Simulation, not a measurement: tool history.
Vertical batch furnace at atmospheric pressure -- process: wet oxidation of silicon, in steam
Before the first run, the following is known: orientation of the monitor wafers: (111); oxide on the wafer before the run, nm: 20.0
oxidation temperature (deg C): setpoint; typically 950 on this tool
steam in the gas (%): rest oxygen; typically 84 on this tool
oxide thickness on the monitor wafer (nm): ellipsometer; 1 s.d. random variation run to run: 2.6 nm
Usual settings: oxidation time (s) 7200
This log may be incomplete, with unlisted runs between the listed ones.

run	hour	oxidation temperature (deg C)	oxidation time (s)	steam in the gas (%)	read-back reference wafer on the same gauge, thickness	oxide thickness on the monitor wafer (nm)
1	0.0	950	4410	84	427.72	368.34
2	47.5	950	7200	84	427.10	509.09
3	102.8	950	7200	84	426.87	503.43
4	130.1	931	7200	84	426.71	446.66
5	191.8	931	7200	84	427.39	451.65
6	231.0	950	9390	79	427.29	575.71
7	288.6	950	9390	79	426.36	573.46
8	344.2	969	7200	84	427.39	568.37
9	399.1	950	7200	84	427.39	504.35
10	446.1	950	7200	84	426.61	503.82
# hour 451.1: gauge calibrated
# hour 479.1: thermocouples replaced and temperature profile calibrated
11	479.6	950	10080	84	426.98	621.92
12	528.6	950	10080	84	426.62	626.62
13	560.0	943	7200	84	426.60	488.86
14	626.8	943	7200	84	426.95	485.52
15	679.4	950	7200	84	426.90	503.44
16	710.1	950	7200	84	426.47	507.58
17	778.1	965	10020	96	427.19	739.15
18	828.7	937	7200	84	427.17	464.61
19	857.9	932	7200	74	427.13	408.67
20	918.7	930	5820	80	426.31	371.15
21	952.4	966	8370	79	427.29	596.81
22	989.5	959	5550	90	426.87	475.72
23	1054.6	938	7200	87	427.81	480.11
24	1079.3	966	8340	72	427.30	556.45
25	1113.1	950	7200	84	426.97	506.58
26	1181.2	929	4050	95	427.23	324.86
27	1235.8	950	4140	90	427.73	369.86
# hour 1269.3: steam generator serviced
28	1297.8	930	10590	89	427.04	591.80
29	1352.2	967	5460	84	426.93	474.96
30	1399.2	950	7200	84	426.98	504.59
31	1465.8	950	7200	84	426.90	504.16
# hour 1490.4: gauge calibrated
32	1504.4	950	7200	84	427.09	508.22
33	1554.4	966	7200	73	426.80	512.23
34	1595.2	957	5760	80	427.29	445.29
35	1646.0	935	6030	80	426.79	392.31
36	1686.7	968	8670	84	426.92	632.57
37	1740.5	950	7200	84	426.82	512.86
38	1764.6	950	9120	96	427.39	642.07
39	1801.7	950	7200	84	427.11	507.53

3 ways to go on from here, each from the tool as it stands after run 39. What would each give?
A	1806.8	950	7200	88	?	?
B	1806.8	930	5670	74	?	?
C	1806.8	937	10140	76	?	?

run	read-back reference wafer on the same gauge, thickness	oxide thickness on the monitor wafer (nm)
A	427.54	519.70
B	427.54	344.79
C	427.54	542.54
Had the tool no hidden state, the same runs would have come out as:
run	oxide thickness on the monitor wafer (nm)
A	519.70
B	344.79
C	542.54
